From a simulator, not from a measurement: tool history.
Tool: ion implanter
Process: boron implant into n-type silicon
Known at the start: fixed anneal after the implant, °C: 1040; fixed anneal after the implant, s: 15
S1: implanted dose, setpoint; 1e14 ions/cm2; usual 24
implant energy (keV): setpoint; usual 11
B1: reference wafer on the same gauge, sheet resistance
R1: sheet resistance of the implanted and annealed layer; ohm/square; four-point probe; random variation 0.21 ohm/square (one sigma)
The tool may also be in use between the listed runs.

Run 1, hour 0: usual settings; B1 57.7. Result: R1 74.17 ohm/square.
At hour 32.6: Faraday cup replaced and dose calibrated.
Run 2, hour 62.6: usual settings; B1 57.8. Result: R1 72.99 ohm/square.
Run 3, hour 125.8: usual settings; B1 57.83. Result: R1 73.13 ohm/square.
Run 4, hour 189.6: usual settings; B1 57.8. Result: R1 73.17 ohm/square.
At hour 205.7: gauge calibrated.
Run 5, hour 233.9: usual settings but S1 21.99 1e14 ions/cm2; B1 57.84. Result: R1 75.38 ohm/square.
Run 6, hour 320.2: usual settings but S1 21.99 1e14 ions/cm2; B1 57.84. Result: R1 75.42 ohm/square.
Run 7, hour 409.8: usual settings but implant energy (keV) 13.5; B1 57.84. Result: R1 66.73 ohm/square.
Run 8, hour 487.3: usual settings; B1 57.78. Result: R1 73.92 ohm/square.
Run 9, hour 531: usual settings; B1 57.85. Result: R1 73.93 ohm/square.
Run 10, hour 619.4: usual settings; B1 57.81. Result: R1 74.31 ohm/square.
Run 11, hour 657: usual settings; B1 57.75. Result: R1 73.94 ohm/square.
Run 12, hour 758.3: usual settings; B1 57.8. Result: R1 73.91 ohm/square.
Run 13, hour 823.7: usual settings but implant energy (keV) 8; B1 57.83. Result: R1 86.96 ohm/square.
Run 14, hour 924.7: usual settings but implant energy (keV) 8; B1 57.76. Result: R1 87.05 ohm/square.
Run 15, hour 1018.9: usual settings but implant energy (keV) 9.5; B1 57.83. Result: R1 80.24 ohm/square.
Run 16, hour 1063.6: usual settings but implant energy (keV) 9.5; B1 57.79. Result: R1 80.19 ohm/square.
Run 17, hour 1148.1: usual settings; B1 57.84. Result: R1 74.13 ohm/square.
Run 18, hour 1212.6: usual settings; B1 57.75. Result: R1 74.26 ohm/square.
Run 19, hour 1250.2: usual settings; B1 57.8. Result: R1 74.44 ohm/square.
At hour 1289.3: Faraday cup replaced and dose calibrated.
Run 20, hour 1344: usual settings but implant energy (keV) 14; B1 57.8. Result: R1 65.23 ohm/square.
Run 21, hour 1436.5: usual settings; B1 57.77. Result: R1 73.34 ohm/square.
Run 22, hour 1480.1: usual settings but S1 26.87 1e14 ions/cm2; B1 57.81. Result: R1 71.97 ohm/square.
Run 23, hour 1536.7: usual settings but S1 26.57 1e14 ions/cm2, implant energy (keV) 8; B1 57.81. Result: R1 85.38 ohm/square.
Run 24, hour 1639.7: usual settings but S1 29.09 1e14 ions/cm2, implant energy (keV) 15; B1 57.85. Result: R1 59.54 ohm/square.
Run 25, hour 1724.2: usual settings; B1 57.79. Result: R1 74.07 ohm/square.
At hour 1766.7: gauge calibrated.
Run 26, hour 1770.4: usual settings; B1 57.77. Result: R1 74.1 ohm/square.
Run 27, hour 1873.5: usual settings but implant energy (keV) 12.5; B1 57.81. Result: R1 69.6 ohm/square.
At hour 1926.8: extraction supply calibrated.
Run 28, hour 1952.2: usual settings but implant energy (keV) 7; B1 57.82. Result: R1 91.3 ohm/square.
Run 29, hour 2045: usual settings but implant energy (keV) 7.5; B1 57.77. Result: R1 88.46 ohm/square.
Run 30, hour 2143.4: usual settings but S1 28.98 1e14 ions/cm2, implant energy (keV) 13; B1 57.78. Result: R1 63.88 ohm/square.
Run 31, hour 2231.8: usual settings; B1 57.81. Result: R1 73.44 ohm/square.
Run 32, hour 2324.7: usual settings but S1 26.21 1e14 ions/cm2, implant energy (keV) 13.5; B1 57.86. Result: R1 64.37 ohm/square.
Run 33, hour 2402: usual settings but implant energy (keV) 9; B1 57.84. Result: R1 81.35 ohm/square.
Run 34, hour 2483: usual settings but S1 26.77 1e14 ions/cm2, implant energy (keV) 14.5; B1 57.75. Result: R1 61.87 ohm/square.
Run 35, hour 2567: usual settings but S1 28.98 1e14 ions/cm2, implant energy (keV) 13; B1 57.79. Result: R1 64.16 ohm/square.
Run 36, hour 2627: usual settings but S1 17.48 1e14 ions/cm2, implant energy (keV) 12.5; B1 57.85. Result: R1 79.05 ohm/square.
Run 37, hour 2715.9: usual settings but S1 19.19 1e14 ions/cm2, implant energy (keV) 9; B1 57.84. Result: R1 86.52 ohm/square.
At hour 2732.3: Faraday cup replaced and dose calibrated.
Run 38, hour 2777.4: usual settings but S1 18.17 1e14 ions/cm2, implant energy (keV) 9.5; B1 57.83. Result: R1 85.17 ohm/square.

3 ways to go on from here, each from the tool as it stands after run 38. What would each give?
Run A, hour 2777.8: usual settings but S1 30.9 1e14 ions/cm2; B1 ?. Result: R1 ?.
Run B, hour 2777.8: usual settings but S1 20.34 1e14 ions/cm2, implant energy (keV) 12.5; B1 ?. Result: R1 ?.
Run C, hour 2777.8: usual settings but S1 17.71 1e14 ions/cm2, implant energy (keV) 10; B1 ?. Result: R1 ?.

run     B1     R1
  A  57.77   68.9
  B  57.77  72.48
  C  57.77  83.81
Without the tool's hidden state the same runs would have given:
run     R1
  A  67.78
  B  71.48
  C  82.72

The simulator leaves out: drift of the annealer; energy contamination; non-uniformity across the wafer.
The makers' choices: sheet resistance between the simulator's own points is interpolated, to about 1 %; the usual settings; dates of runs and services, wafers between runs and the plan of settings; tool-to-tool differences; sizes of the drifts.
